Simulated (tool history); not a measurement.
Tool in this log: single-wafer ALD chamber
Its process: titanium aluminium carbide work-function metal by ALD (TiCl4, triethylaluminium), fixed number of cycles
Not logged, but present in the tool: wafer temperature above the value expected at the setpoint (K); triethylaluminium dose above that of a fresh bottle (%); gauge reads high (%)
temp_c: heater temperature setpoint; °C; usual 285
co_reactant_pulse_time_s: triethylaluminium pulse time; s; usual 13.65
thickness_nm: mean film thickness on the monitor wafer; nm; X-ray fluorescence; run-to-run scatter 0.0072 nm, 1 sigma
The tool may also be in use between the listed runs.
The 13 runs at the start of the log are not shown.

run	hour	temp_c	co_reactant_pulse_time_s	wafers since the last listed run	hours since the last thermocouple change	hours since the last triethylaluminium bottle change	hours since the showerhead was replaced	hours since the gauge calibration	read-back reference wafer on the same gauge, thickness_nm	thickness_nm
14	1289.5	276	8.65	407	763.2	728.0	329.6	2312.8	1.660	1.776
15	1374.1	277	15.37	745	847.8	812.6	414.2	2397.4	1.656	1.874
16	1424.3	285	16.05	442	898.0	862.8	464.4	2447.6	1.655	1.949
17	1524.3	276	9.83	881	998.0	962.8	564.4	2547.6	1.651	1.810
18	1597.3	285	13.65	643	1071.0	1035.8	637.4	2620.6	1.653	1.946
19	1634.9	285	13.65	331	1108.6	1073.4	675.0	2658.2	1.652	1.935
20	1735.5	272	8.67	886	1209.2	1174.0	775.6	2758.8	1.647	1.735
# hour 1783.3: gauge calibrated
21	1825.0	295	18.90	789	1298.7	1263.5	865.1	41.7	1.697	2.096
22	1868.4	285	10.30	382	1342.1	1306.9	908.5	85.1	1.695	1.940
23	1965.1	290	9.79	852	1438.8	1403.6	1005.2	181.8	1.696	1.980
# hour 1997.3: thermocouple changed; heater temperature recalibrated
24	2014.8	285	13.65	367	17.5	1453.3	1054.9	231.5	1.694	1.989
25	2093.7	276	9.83	695	96.4	1532.2	1133.8	310.4	1.692	1.853
# hour 2128.4: triethylaluminium bottle replaced
26	2183.5	285	13.65	721	186.2	55.1	1223.6	400.2	1.691	1.986
27	2279.3	273	9.68	844	282.0	150.9	1319.4	496.0	1.690	1.811
28	2433.4	292	13.65	1358	436.1	305.0	1473.5	650.1	1.686	2.046
29	2519.5	281	9.77	759	522.2	391.1	1559.6	736.2	1.684	1.883
30	2837.2	271	8.62	2800	839.9	708.8	1877.3	1053.9	1.681	1.751
31	2932.7	292	11.82	841	935.4	804.3	1972.8	1149.4	1.679	2.024
32	2974.2	292	15.09	365	976.9	845.8	2014.3	1190.9	1.676	2.037
33	3038.4	285	13.65	566	1041.1	910.0	2078.5	1255.1	1.673	1.962

Consider 4 possible next runs. They are alternatives, not a sequence: every one starts from the tool as it was left by run 33. What does each give?
A	3038.8	273	13.65	3	1041.5	910.4	2078.9	1255.5	?	?
B	3038.8	293	18.47	3	1041.5	910.4	2078.9	1255.5	?	?
C	3038.8	290	13.65	3	1041.5	910.4	2078.9	1255.5	?	?
D	3038.8	285	8.69	3	1041.5	910.4	2078.9	1255.5	?	?

run	read-back reference wafer on the same gauge, thickness_nm	thickness_nm
A	1.678	1.853
B	1.678	2.053
C	1.678	2.010
D	1.678	1.879
With no hidden state in the tool, these same runs would have given:
run	thickness_nm
A	1.879
B	2.082
C	2.039
D	1.906
